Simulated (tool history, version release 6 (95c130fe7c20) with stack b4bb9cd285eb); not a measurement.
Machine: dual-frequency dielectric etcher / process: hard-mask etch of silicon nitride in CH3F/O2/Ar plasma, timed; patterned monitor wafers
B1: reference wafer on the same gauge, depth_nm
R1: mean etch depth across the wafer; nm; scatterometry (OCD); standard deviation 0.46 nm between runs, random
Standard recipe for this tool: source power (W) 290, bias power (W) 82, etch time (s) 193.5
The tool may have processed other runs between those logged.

run 1 hour=0 | source_power_(W)=290 bias_power_(W)=82 etch_time_(s)=193.5 | B1=165 | R1=137.1
run 2 hour=58.1 | source_power_(W)=290 bias_power_(W)=82 etch_time_(s)=193.5 | B1=165 | R1=136.8
run 3 hour=115.8 | source_power_(W)=290 bias_power_(W)=82 etch_time_(s)=170 | B1=164.9 | R1=119.7
run 4 hour=186.2 | source_power_(W)=290 bias_power_(W)=82 etch_time_(s)=170 | B1=165.2 | R1=119.6
run 5 hour=217 | source_power_(W)=290 bias_power_(W)=82 etch_time_(s)=170 | B1=165.1 | R1=119.3
-- hour=233.8 bias power generator calibrated
run 6 hour=251 | source_power_(W)=340 bias_power_(W)=82 etch_time_(s)=193.5 | B1=164.9 | R1=143.2
-- hour=300 source power generator calibrated
-- hour=317.6 wet clean of the chamber
run 7 hour=318.1 | source_power_(W)=340 bias_power_(W)=82 etch_time_(s)=193.5 | B1=165 | R1=146.9
run 8 hour=341.7 | source_power_(W)=240 bias_power_(W)=82 etch_time_(s)=193.5 | B1=165 | R1=130.3
-- hour=407.7 gauge calibrated
run 9 hour=411.9 | source_power_(W)=290 bias_power_(W)=82 etch_time_(s)=249.5 | B1=165.1 | R1=179
run 10 hour=471 | source_power_(W)=340 bias_power_(W)=82 etch_time_(s)=193.5 | B1=165.1 | R1=145.1
-- hour=498.4 upper electrode replaced
run 11 hour=518.1 | source_power_(W)=340 bias_power_(W)=76 etch_time_(s)=193.5 | B1=164.9 | R1=143.1
run 12 hour=556.7 | source_power_(W)=290 bias_power_(W)=82 etch_time_(s)=208.5 | B1=165 | R1=148.7
run 13 hour=581.9 | source_power_(W)=240 bias_power_(W)=90 etch_time_(s)=193.5 | B1=165.1 | R1=132.3
run 14 hour=634.9 | source_power_(W)=260 bias_power_(W)=66 etch_time_(s)=223.5 | B1=165.1 | R1=144.8

Below are 4 alternative next runs, each starting from the tool's condition after run 14. Predict each:
run A hour=635.4 | source_power_(W)=290 bias_power_(W)=82 etch_time_(s)=147 | B1=? | R1=?
run B hour=635.4 | source_power_(W)=360 bias_power_(W)=76 etch_time_(s)=173.5 | B1=? | R1=?
run C hour=635.4 | source_power_(W)=330 bias_power_(W)=89 etch_time_(s)=144 | B1=? | R1=?
run D hour=635.4 | source_power_(W)=350 bias_power_(W)=65 etch_time_(s)=193.5 | B1=? | R1=?

run=A B1=164.9 R1=104.4
run=B B1=164.9 R1=129.9
run=C B1=164.9 R1=109.2
run=D B1=164.9 R1=138
What these runs would have given with no unlogged condition in the tool:
run=A R1=105.4
run=B R1=131.1
run=C R1=110.2
run=D R1=139.3

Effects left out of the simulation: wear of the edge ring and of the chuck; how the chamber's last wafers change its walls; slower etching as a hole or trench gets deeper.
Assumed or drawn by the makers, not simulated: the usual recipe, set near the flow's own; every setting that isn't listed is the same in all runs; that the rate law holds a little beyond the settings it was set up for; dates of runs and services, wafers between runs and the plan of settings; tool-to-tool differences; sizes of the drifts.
